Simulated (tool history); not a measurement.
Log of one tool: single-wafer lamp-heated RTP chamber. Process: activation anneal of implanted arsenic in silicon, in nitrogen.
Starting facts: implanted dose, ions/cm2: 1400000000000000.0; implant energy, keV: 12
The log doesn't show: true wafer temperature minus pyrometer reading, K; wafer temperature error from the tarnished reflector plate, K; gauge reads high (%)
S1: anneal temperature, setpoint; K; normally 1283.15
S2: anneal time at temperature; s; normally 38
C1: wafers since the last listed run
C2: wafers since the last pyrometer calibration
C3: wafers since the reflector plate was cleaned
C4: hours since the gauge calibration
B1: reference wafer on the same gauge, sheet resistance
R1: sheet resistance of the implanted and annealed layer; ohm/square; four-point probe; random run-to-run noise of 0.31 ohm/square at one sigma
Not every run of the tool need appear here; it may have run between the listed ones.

run    hour       S1  S2    C1    C2     C3      C4      B1      R1
  1     0.0  1274.15  38     0  4666   8458    94.8  122.02  107.76
  2    73.8  1274.15  38   914  5580   9372   168.6  122.02  106.80
      115.1  -- reflector plate cleaned
      172.1  -- pyrometer window cleaned and pyrometer calibrated
  3   181.4  1283.15  38  1134   114    722   276.2  122.01  104.23
  4   219.6  1283.15  38   473   587   1195   314.4  121.94  103.93
  5   325.4  1283.15  38  1310  1898   2506   420.2  122.03  103.11
  6   380.8  1283.15  38   686  2584   3192   475.6  121.97  102.42
  7   475.8  1283.15  47  1176  3761   4369   570.6  121.96   98.52
  8   554.6  1283.15  47   976  4737   5345   649.4  122.04   98.14
  9   616.3  1283.15  47   764  5501   6109   711.1  122.01   98.12
      673.2  -- pyrometer window cleaned and pyrometer calibrated
 10   691.0  1283.15  38   826   220   6935   785.8  122.01  102.79
 11   737.5  1283.15  38   575   796   7511   832.3  122.06  102.91
 12   805.5  1283.15  38   842  1639   8353   900.3  121.99  102.03
 13   884.7  1283.15  38   981  2620   9334   979.5  122.01  101.49
 14   969.6  1283.15  38  1051  3671  10386  1064.4  122.01  100.94
      993.8  -- reflector plate cleaned
 15  1064.8  1283.15  38  1080  4751    879  1159.6  121.96  102.05
 16  1109.7  1283.15  38   556  5307   1435  1204.5  122.00  102.58
     1150.1  -- pyrometer window cleaned and pyrometer calibrated
 17  1188.6  1283.15  38   878   477   2313  1283.4  121.92  103.82
 18  1232.7  1262.15  56   546  1023   2859  1327.5  122.00  108.04
 19  1301.9  1283.15  38   857  1880   3717  1396.7  122.01  103.36
 20  1360.4  1261.15  52   724  2605   4441  1455.2  122.02  109.81
 21  1396.9  1270.15  57   452  3057   4893  1491.7  121.97  101.59
     1413.0  -- gauge calibrated
 22  1467.9  1301.15  16   879  3937   5773    54.9  122.02  110.07
 23  1563.3  1259.15  38  1181  5118   6954   150.3  121.95  118.24
     1613.1  -- pyrometer window cleaned and pyrometer calibrated
 24  1666.3  1283.15  38  1176   659   8131   253.3  122.05  102.16
 25  1710.9  1283.15  38   552  1212   8684   297.9  122.00  101.68
 26  1756.7  1283.15  38   567  1779   9251   343.7  122.03  101.65
 27  1801.5  1283.15  19   554  2334   9806   388.5  121.96  116.23
     1827.2  -- reflector plate cleaned
 28  1889.1  1305.15  58   985  3320    766   476.1  121.94   86.81
 29  2121.8  1283.15  38  2882  6202   3649   708.8  121.98  103.09
 30  2159.1  1255.15  21   462  6664   4111   746.1  122.02  135.38
     2190.2  -- pyrometer window cleaned and pyrometer calibrated
 31  2225.8  1283.15  21   727   441   4838   812.8  122.00  115.87
 32  2442.5  1256.15  24  2684  3125   7522  1029.5  121.94  131.76
 33  2503.8  1306.15  38   759  3884   8281  1090.8  121.93   91.26
 34  2547.0  1253.15  45   535  4420   8817  1134.0  122.00  117.48
     2583.9  -- reflector plate cleaned
 35  2613.3  1283.15  38   722  5142    364  1200.3  122.03  102.99

5 options for the next run, each taken on its own from the tool as it stands now. Forecast them:
  A  2613.7  1283.15  28   4  5147  369  1200.7   ?   ?
  B  2613.7  1302.15  38   4  5147  369  1200.7   ?   ?
  C  2613.7  1283.15  56   4  5147  369  1200.7   ?   ?
  D  2613.7  1302.15  23   4  5147  369  1200.7   ?   ?
  E  2613.7  1261.15  29   4  5147  369  1200.7   ?   ?

run      B1      R1
  A  122.04  109.53
  B  122.04   94.01
  C  122.04   95.76
  D  122.04  103.15
  E  122.04  124.16
With no hidden state in the tool, these same runs would have given:
run      R1
  A  111.09
  B   94.99
  C   96.95
  D  104.37
  E  126.02
